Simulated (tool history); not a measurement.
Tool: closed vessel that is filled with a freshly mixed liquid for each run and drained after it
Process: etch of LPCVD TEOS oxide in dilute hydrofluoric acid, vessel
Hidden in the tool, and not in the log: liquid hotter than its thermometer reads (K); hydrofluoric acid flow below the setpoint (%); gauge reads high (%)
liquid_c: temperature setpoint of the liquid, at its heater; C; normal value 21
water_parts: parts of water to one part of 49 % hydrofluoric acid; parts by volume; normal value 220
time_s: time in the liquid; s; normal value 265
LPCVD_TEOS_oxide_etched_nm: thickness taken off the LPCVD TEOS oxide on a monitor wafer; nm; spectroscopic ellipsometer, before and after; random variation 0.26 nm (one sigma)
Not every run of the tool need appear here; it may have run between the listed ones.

run	day	liquid_c	water_parts	time_s	wafers since the last listed run	hours since the thermometer was replaced	hours since the hydrofluoric acid flow meter was replaced	hours since the gauge calibration	read-back film thickness of the LPCVD TEOS oxide reference wafer, read on the same gauge (nm)	LPCVD_TEOS_oxide_etched_nm
1	0	24.5	160	265	0	934	1103.6	141.4	70.01	61.39
2	0.538	24.5	160	265	717	946.9	1116.5	154.3	69.99	61.58
3	1	21	220	325	617	958	1127.6	165.4	69.99	44.99
4	1.354	21	220	325	472	966.5	1136.1	173.9	70.01	44.86
5	1.838	24	220	265	645	978.1	1147.7	185.5	70	41.13
6	2.25	24	220	265	550	988	1157.6	195.4	70.01	41.36
7	2.858	24	220	265	812	1002.6	1172.2	210	69.97	40.6
8	3.375	21	220	300	689	1015	1184.6	222.4	70.01	40.96
9	4.1	21	220	300	967	1032.4	1202	239.8	70.02	41.77
# day 5.496: thermometer replaced
# day 5.725: hydrofluoric acid flow meter replaced
# day 5.725: gauge calibrated
10	5.746	21	220	265	2085	6	0.5	0.5	70.01	33.2
11	6.304	21	180	265	745	19.4	13.9	13.9	70.01	42.2
12	6.858	21	180	265	739	32.7	27.2	27.2	69.99	41.74
13	7.217	26	130	125	478	41.3	35.8	35.8	70.01	35.09
14	9.429	19.5	315	365	2953	94.4	88.9	88.9	70.01	27.64
15	9.758	18.5	120	265	439	102.3	96.8	96.8	69.97	62.06
16	10.075	21	220	325	422	109.9	104.4	104.4	70.02	40.78
17	10.688	21	220	325	817	124.6	119.1	119.1	69.99	41.01
18	11.325	21	220	265	850	139.9	134.4	134.4	69.99	33.27
19	12.454	24	220	265	1507	167	161.5	161.5	70	37.6
20	13.104	19	220	355	867	182.6	177.1	177.1	70.01	42.05
21	13.692	21	190	310	784	196.7	191.2	191.2	70.01	47.22
22	14.158	21	220	265	622	207.9	202.4	202.4	70	33.71
23	14.683	23.5	280	355	700	220.5	215	215	69.97	36.68
24	15.258	18	220	350	767	234.3	228.8	228.8	69.99	39.72

5 options for the next run, each taken on its own from the tool as it stands now. Forecast them:
A	15.288	18.5	220	265	38	235	229.5	229.5	?	?
B	15.288	21	300	315	38	235	229.5	229.5	?	?
C	15.288	21	260	265	38	235	229.5	229.5	?	?
D	15.288	24	270	135	38	235	229.5	229.5	?	?
E	15.288	21	145	265	38	235	229.5	229.5	?	?

run	read-back film thickness of the LPCVD TEOS oxide reference wafer, read on the same gauge (nm)	LPCVD_TEOS_oxide_etched_nm
A	70.04	31.08
B	70.04	27.58
C	70.04	27.81
D	70.04	15.04
E	70.04	56.07
Stripped of hidden state, with their random variation kept, the same runs would have yielded:
run	LPCVD_TEOS_oxide_etched_nm
A	30.25
B	26.9
C	27.1
D	14.67
E	54.54

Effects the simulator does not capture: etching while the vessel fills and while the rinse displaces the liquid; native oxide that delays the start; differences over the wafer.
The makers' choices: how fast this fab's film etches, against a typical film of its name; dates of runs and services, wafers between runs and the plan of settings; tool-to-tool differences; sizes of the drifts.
